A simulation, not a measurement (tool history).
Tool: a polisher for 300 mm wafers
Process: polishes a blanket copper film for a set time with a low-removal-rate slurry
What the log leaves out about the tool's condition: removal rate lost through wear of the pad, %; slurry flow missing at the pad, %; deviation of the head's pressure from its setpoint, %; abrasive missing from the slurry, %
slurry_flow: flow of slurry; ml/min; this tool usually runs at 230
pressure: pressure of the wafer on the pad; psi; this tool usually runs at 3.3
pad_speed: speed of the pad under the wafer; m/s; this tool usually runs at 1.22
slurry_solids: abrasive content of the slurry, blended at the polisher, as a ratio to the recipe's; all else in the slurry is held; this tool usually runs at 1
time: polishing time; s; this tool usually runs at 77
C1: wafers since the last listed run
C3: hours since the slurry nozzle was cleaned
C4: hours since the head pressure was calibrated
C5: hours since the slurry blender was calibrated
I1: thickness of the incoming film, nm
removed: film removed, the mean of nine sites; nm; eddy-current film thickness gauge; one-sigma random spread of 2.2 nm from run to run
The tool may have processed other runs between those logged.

run 1 hour=0 | slurry_flow=230 pressure=3.3 pad_speed=1.22 slurry_solids=1 time=65 | C1=0 wafers_polished_on_this_pad=168 C3=301.5 C4=872.8 C5=395.4 | I1=889 | removed=251.9
run 2 hour=8.2 | slurry_flow=230 pressure=3.3 pad_speed=1.22 slurry_solids=1 time=77 | C1=60 wafers_polished_on_this_pad=229 C3=309.7 C4=881 C5=403.6 | I1=885.5 | removed=296.2
run 3 hour=16.3 | slurry_flow=230 pressure=3.3 pad_speed=1.22 slurry_solids=1 time=77 | C1=59 wafers_polished_on_this_pad=289 C3=317.8 C4=889.1 C5=411.7 | I1=889.3 | removed=298.9
run 4 hour=23.4 | slurry_flow=230 pressure=3.3 pad_speed=1.22 slurry_solids=1 time=77 | C1=52 wafers_polished_on_this_pad=341 C3=324.9 C4=896.2 C5=418.8 | I1=886.9 | removed=298.7
run 5 hour=35.1 | slurry_flow=230 pressure=3.3 pad_speed=1.22 slurry_solids=1 time=77 | C1=86 wafers_polished_on_this_pad=428 C3=336.6 C4=907.9 C5=430.5 | I1=871.2 | removed=295.7
run 6 hour=49.9 | slurry_flow=230 pressure=3.3 pad_speed=1.22 slurry_solids=1 time=77 | C1=109 wafers_polished_on_this_pad=537 C3=351.4 C4=922.7 C5=445.3 | I1=885.7 | removed=290.5
run 7 hour=64.3 | slurry_flow=230 pressure=3.3 pad_speed=1.22 slurry_solids=1 time=77 | C1=106 wafers_polished_on_this_pad=644 C3=365.8 C4=937.1 C5=459.7 | I1=884.7 | removed=287.3
-- hour=74.3 head pressure recalibrated
run 8 hour=75.1 | slurry_flow=230 pressure=3.3 pad_speed=1.22 slurry_solids=1 time=57 | C1=65 wafers_polished_on_this_pad=709 C3=376.6 C4=0.8 C5=470.5 | I1=877.3 | removed=184.7
-- hour=84.3 slurry nozzle cleaned
run 9 hour=91 | slurry_flow=230 pressure=2.7 pad_speed=1.22 slurry_solids=0.8 time=62 | C1=110 wafers_polished_on_this_pad=819 C3=6.7 C4=16.7 C5=486.4 | I1=887.1 | removed=153.5
-- hour=96.5 slurry blender recalibrated
-- hour=104.8 worn pad replaced by a new one
run 10 hour=105.3 | slurry_flow=230 pressure=3.3 pad_speed=1.22 slurry_solids=1 time=77 | C1=61 wafers_polished_on_this_pad=3 C3=21 C4=31 C5=8.8 | I1=864.2 | removed=295
run 11 hour=117.1 | slurry_flow=230 pressure=3.3 pad_speed=1.22 slurry_solids=1.1 time=63 | C1=87 wafers_polished_on_this_pad=90 C3=32.8 C4=42.8 C5=20.6 | I1=872.3 | removed=246.8
run 12 hour=134.1 | slurry_flow=230 pressure=2.3 pad_speed=1.22 slurry_solids=1 time=77 | C1=125 wafers_polished_on_this_pad=216 C3=49.8 C4=59.8 C5=37.6 | I1=888.6 | removed=207.1
run 13 hour=147.7 | slurry_flow=265 pressure=3.9 pad_speed=1.22 slurry_solids=1.1 time=84 | C1=100 wafers_polished_on_this_pad=317 C3=63.4 C4=73.4 C5=51.2 | I1=862.8 | removed=395.6
run 14 hour=160.7 | slurry_flow=230 pressure=2.3 pad_speed=1.38 slurry_solids=0.85 time=77 | C1=96 wafers_polished_on_this_pad=413 C3=76.4 C4=86.4 C5=64.2 | I1=879.6 | removed=222.6
run 15 hour=173.9 | slurry_flow=230 pressure=4.1 pad_speed=0.92 slurry_solids=1 time=77 | C1=97 wafers_polished_on_this_pad=511 C3=89.6 C4=99.6 C5=77.4 | I1=870.7 | removed=282.3
run 16 hour=182.1 | slurry_flow=230 pressure=3.3 pad_speed=1.22 slurry_solids=1 time=65 | C1=60 wafers_polished_on_this_pad=571 C3=97.8 C4=107.8 C5=85.6 | I1=868.6 | removed=253.9
run 17 hour=197.2 | slurry_flow=310 pressure=3.3 pad_speed=1.36 slurry_solids=1.2 time=88 | C1=111 wafers_polished_on_this_pad=683 C3=112.9 C4=122.9 C5=100.7 | I1=880.8 | removed=417.9

The tool's hidden state at each run:
removal rate lost through wear of the pad, %: 0, the same for each run
slurry flow missing at the pad, %: 0, the same for each run
H1: deviation of the head's pressure from its setpoint, %
H2: abrasive missing from the slurry, %
run=1 H1=13.1 H2=28
run=2 H1=13.1 H2=29
run=3 H1=13.1 H2=30
run=4 H1=13.2 H2=31
run=5 H1=13.2 H2=32.5
run=6 H1=13.2 H2=34.5
run=7 H1=13.2 H2=36.5
run=8 H1=-0.877 H2=38
run=9 H1=-0.229 H2=40.3
run=10 H1=0.326 H2=0.223
run=11 H1=0.764 H2=0.276
run=12 H1=1.37 H2=0.427
run=13 H1=1.82 H2=0.612
run=14 H1=2.24 H2=0.842
run=15 H1=2.65 H2=1.13
run=16 H1=2.89 H2=1.33
run=17 H1=3.32 H2=1.76
